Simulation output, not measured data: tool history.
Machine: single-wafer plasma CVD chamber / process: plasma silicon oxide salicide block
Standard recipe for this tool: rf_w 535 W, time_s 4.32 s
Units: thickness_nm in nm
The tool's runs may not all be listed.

| run | hour | rf_w | time_s | wafers since the last listed run | hours since the last RF generator calibration | hours since the showerhead was replaced | hours since the gauge calibration | read-back reference wafer on the same gauge, thickness_nm | thickness_nm |
|---|---|---|---|---|---|---|---|---|---|
| 1 | 0.0 | 535 | 4.32 | 0 | 1345.9 | 5703.7 | 545.0 | 40.881 | 44.841 |
| 2 | 36.5 | 535 | 4.32 | 1825 | 1382.4 | 5740.2 | 581.5 | 40.994 | 45.294 |
| 3 | 95.9 | 535 | 4.09 | 2970 | 1441.8 | 5799.6 | 640.9 | 41.026 | 42.714 |
| 4 | 154.6 | 535 | 4.09 | 2935 | 1500.5 | 5858.3 | 699.6 | 41.257 | 42.665 |
| 5 | 209.0 | 535 | 4.09 | 2720 | 1554.9 | 5912.7 | 754.0 | 41.232 | 43.057 |
| 6 | 260.9 | 535 | 4.32 | 2595 | 1606.8 | 5964.6 | 805.9 | 41.363 | 45.547 |
| 7 | 316.3 | 535 | 4.32 | 2770 | 1662.2 | 6020.0 | 861.3 | 41.498 | 45.045 |
| 8 | 379.5 | 535 | 4.32 | 3160 | 1725.4 | 6083.2 | 924.5 | 41.629 | 45.740 |
| 9 | 405.6 | 600 | 4.32 | 1305 | 1751.5 | 6109.3 | 950.6 | 41.734 | 47.571 |
| 10 | 460.4 | 600 | 4.32 | 2740 | 1806.3 | 6164.1 | 1005.4 | 41.875 | 47.806 |
| 11 | 508.5 | 505 | 4.32 | 2405 | 1854.4 | 6212.2 | 1053.5 | 42.030 | 45.597 |
| 12 | 551.7 | 505 | 4.32 | 2160 | 1897.6 | 6255.4 | 1096.7 | 42.083 | 45.389 |
|  | 588.4 | showerhead replaced |
| 13 | 588.9 | 535 | 4.63 | 1460 | 1934.8 | 0.5 | 1133.9 | 42.162 | 49.595 |
| 14 | 619.6 | 535 | 4.63 | 1535 | 1965.5 | 31.2 | 1164.6 | 42.337 | 49.836 |
| 15 | 656.2 | 535 | 4.63 | 1830 | 2002.1 | 67.8 | 1201.2 | 42.568 | 49.805 |
|  | 663.1 | gauge calibrated |
| 16 | 684.0 | 535 | 4.32 | 1390 | 2029.9 | 95.6 | 20.9 | 40.951 | 45.172 |
| 17 | 717.4 | 535 | 4.32 | 1670 | 2063.3 | 129.0 | 54.3 | 41.030 | 44.817 |
| 18 | 752.5 | 465 | 4.32 | 1755 | 2098.4 | 164.1 | 89.4 | 40.898 | 43.036 |
| 19 | 799.0 | 535 | 4.32 | 2325 | 2144.9 | 210.6 | 135.9 | 40.999 | 44.846 |
| 20 | 832.9 | 440 | 5.13 | 1695 | 2178.8 | 244.5 | 169.8 | 40.996 | 50.167 |
| 21 | 892.8 | 640 | 3.47 | 2995 | 2238.7 | 304.4 | 229.7 | 41.043 | 38.335 |
| 22 | 920.9 | 535 | 4.32 | 1405 | 2266.8 | 332.5 | 257.8 | 41.139 | 45.082 |
| 23 | 987.9 | 535 | 4.32 | 3350 | 2333.8 | 399.5 | 324.8 | 41.124 | 45.449 |
| 24 | 1019.9 | 535 | 4.32 | 1600 | 2365.8 | 431.5 | 356.8 | 41.214 | 44.761 |
| 25 | 1185.0 | 470 | 5.07 | 8257 | 2530.9 | 596.6 | 521.9 | 41.339 | 51.208 |
| 26 | 1213.9 | 625 | 5.02 | 1445 | 2559.8 | 625.5 | 550.8 | 41.392 | 55.680 |
| 27 | 1247.1 | 535 | 4.05 | 1660 | 2593.0 | 658.7 | 584.0 | 41.411 | 42.778 |
|  | 1262.6 | RF generator calibrated |
| 28 | 1314.8 | 615 | 5.14 | 2985 | 52.2 | 726.4 | 651.7 | 41.522 | 56.457 |
| 29 | 1357.8 | 565 | 4.57 | 2150 | 95.2 | 769.4 | 694.7 | 41.614 | 49.348 |
| 30 | 1415.9 | 535 | 4.63 | 2905 | 153.3 | 827.5 | 752.8 | 41.794 | 49.184 |
| 31 | 1469.0 | 435 | 4.96 | 2655 | 206.4 | 880.6 | 805.9 | 41.920 | 49.252 |
| 32 | 1505.1 | 535 | 4.07 | 1805 | 242.5 | 916.7 | 842.0 | 41.852 | 43.084 |
| 33 | 1549.2 | 460 | 3.79 | 2205 | 286.6 | 960.8 | 886.1 | 42.040 | 38.554 |
| 34 | 1601.5 | 500 | 5.06 | 2615 | 338.9 | 1013.1 | 938.4 | 42.180 | 52.984 |

5 options for the next run, each taken on its own from the tool as it stands now. Forecast them:
| A | 1601.9 | 480 | 4.32 | 20 | 339.3 | 1013.5 | 938.8 | ? | ? |
| B | 1601.9 | 535 | 4.72 | 20 | 339.3 | 1013.5 | 938.8 | ? | ? |
| C | 1601.9 | 490 | 5.06 | 20 | 339.3 | 1013.5 | 938.8 | ? | ? |
| D | 1601.9 | 600 | 4.06 | 20 | 339.3 | 1013.5 | 938.8 | ? | ? |
| E | 1601.9 | 615 | 4.81 | 20 | 339.3 | 1013.5 | 938.8 | ? | ? |

| run | read-back reference wafer on the same gauge, thickness_nm | thickness_nm |
|---|---|---|
| A | 42.227 | 44.877 |
| B | 42.227 | 50.800 |
| C | 42.227 | 52.920 |
| D | 42.227 | 45.348 |
| E | 42.227 | 54.154 |
Without the tool's hidden state the same runs would have given:
| run | thickness_nm |
|---|---|
| A | 43.507 |
| B | 49.250 |
| C | 51.305 |
| D | 43.964 |
| E | 52.502 |
